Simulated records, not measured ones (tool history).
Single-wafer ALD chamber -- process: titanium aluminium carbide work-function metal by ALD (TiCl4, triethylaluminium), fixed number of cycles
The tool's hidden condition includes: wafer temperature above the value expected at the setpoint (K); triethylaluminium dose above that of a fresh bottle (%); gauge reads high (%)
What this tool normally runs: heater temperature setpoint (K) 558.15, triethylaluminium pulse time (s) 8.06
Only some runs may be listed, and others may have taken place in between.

run   hour  heater temperature setpoint (K)  triethylaluminium pulse time (s)  wafers since the last listed run  hours since the last thermocouple change  hours since the last triethylaluminium bottle change  hours since the showerhead was replaced  hours since the gauge calibration  read-back reference wafer on the same gauge, thickness_nm  mean film thickness on the monitor wafer (Å)
  1      0                           558.15                              8.06                                 0                                    2250.1                                                1404.9                                   5006.4                               87.8                                                        1.5                                         15.46
  2    9.6                           558.15                              8.06                               104                                    2259.7                                                1414.5                                     5016                               97.4                                                      1.501                                         15.28
  3   43.4                           558.15                              8.06                               366                                    2293.5                                                1448.3                                   5049.8                              131.2                                                      1.501                                         15.31
  4   49.4                           558.15                              8.06                                65                                    2299.5                                                1454.3                                   5055.8                              137.2                                                      1.501                                          15.4
  5     67                           558.15                              8.06                               191                                    2317.1                                                1471.9                                   5073.4                              154.8                                                      1.498                                         15.34
  6   82.1                           558.15                              8.06                               163                                    2332.2                                                  1487                                   5088.5                              169.9                                                      1.501                                         15.28
  7     93                           558.15                              8.06                               118                                    2343.1                                                1497.9                                   5099.4                              180.8                                                      1.499                                         15.27
  8  101.7                           563.15                              6.65                                94                                    2351.8                                                1506.6                                   5108.1                              189.5                                                      1.499                                          14.2
  9  110.6                           563.15                              6.65                                96                                    2360.7                                                1515.5                                     5117                              198.4                                                      1.499                                         14.32
 10  127.7                           563.15                              6.65                               185                                    2377.8                                                1532.6                                   5134.1                              215.5                                                        1.5                                         14.28
 11  144.4                           558.15                              8.06                               181                                    2394.5                                                1549.3                                   5150.8                              232.2                                                        1.5                                         15.26
     147.1  -- gauge calibrated
 12  154.9                           545.15                              8.06                               113                                      2405                                                1559.8                                   5161.3                                7.8                                                      1.499                                         14.19
     168.9  -- triethylaluminium bottle replaced
 13  180.5                           572.15                              9.13                               191                                    2430.6                                                  11.6                                   5186.9                               33.4                                                      1.499                                          18.8
     194.7  -- showerhead replaced
 14  195.2                           558.15                              6.22                                72                                    2445.3                                                  26.3                                      0.5                               48.1                                                      1.499                                         15.39
 15  205.4                           558.15                              7.24                               110                                    2455.5                                                  36.5                                     10.7                               58.3                                                        1.5                                         16.27
 16    212                           545.15                              6.79                                71                                    2462.1                                                  43.1                                     17.3                               64.9                                                        1.5                                          14.9
 17  226.9                           563.15                              9.45                               161                                      2477                                                    58                                     32.2                               79.8                                                      1.501                                         17.92
     240.6  -- thermocouple changed; heater temperature recalibrated
 18  241.1                           558.15                              8.06                                67                                       0.5                                                  72.2                                     46.4                                 94                                                      1.501                                         16.76
 19  248.4                           553.15                              6.93                                79                                       7.8                                                  79.5                                     53.7                              101.3                                                        1.5                                         15.39
 20  256.5                           558.15                              8.06                                87                                      15.9                                                  87.6                                     61.8                              109.4                                                      1.499                                         16.62
 21  274.4                           546.15                              5.08                               194                                      33.8                                                 105.5                                     79.7                              127.3                                                        1.5                                         12.59
 22  302.6                           572.15                             10.76                               306                                        62                                                 133.7                                    107.9                              155.5                                                        1.5                                         19.06

Below are 3 alternative next runs, each starting from the tool's condition after run 22. Predict each:
  A   303                           558.15                              9.11                                 4                                      62.4                                                 134.1                                    108.3                              155.9                                                          ?                                             ?
  B   303                           545.15                             10.55                                 4                                      62.4                                                 134.1                                    108.3                              155.9                                                          ?                                             ?
  C   303                           550.15                              8.06                                 4                                      62.4                                                 134.1                                    108.3                              155.9                                                          ?                                             ?

run  read-back reference wafer on the same gauge, thickness_nm  mean film thickness on the monitor wafer (Å)
  A                                                        1.5                                         17.02
  B                                                        1.5                                          16.4
  C                                                        1.5                                         15.74
The same runs, with their run-to-run variation unchanged, on a tool lacking any hidden condition would have given:
run  mean film thickness on the monitor wafer (Å)
  A                                         17.87
  B                                         16.97
  C                                         16.75
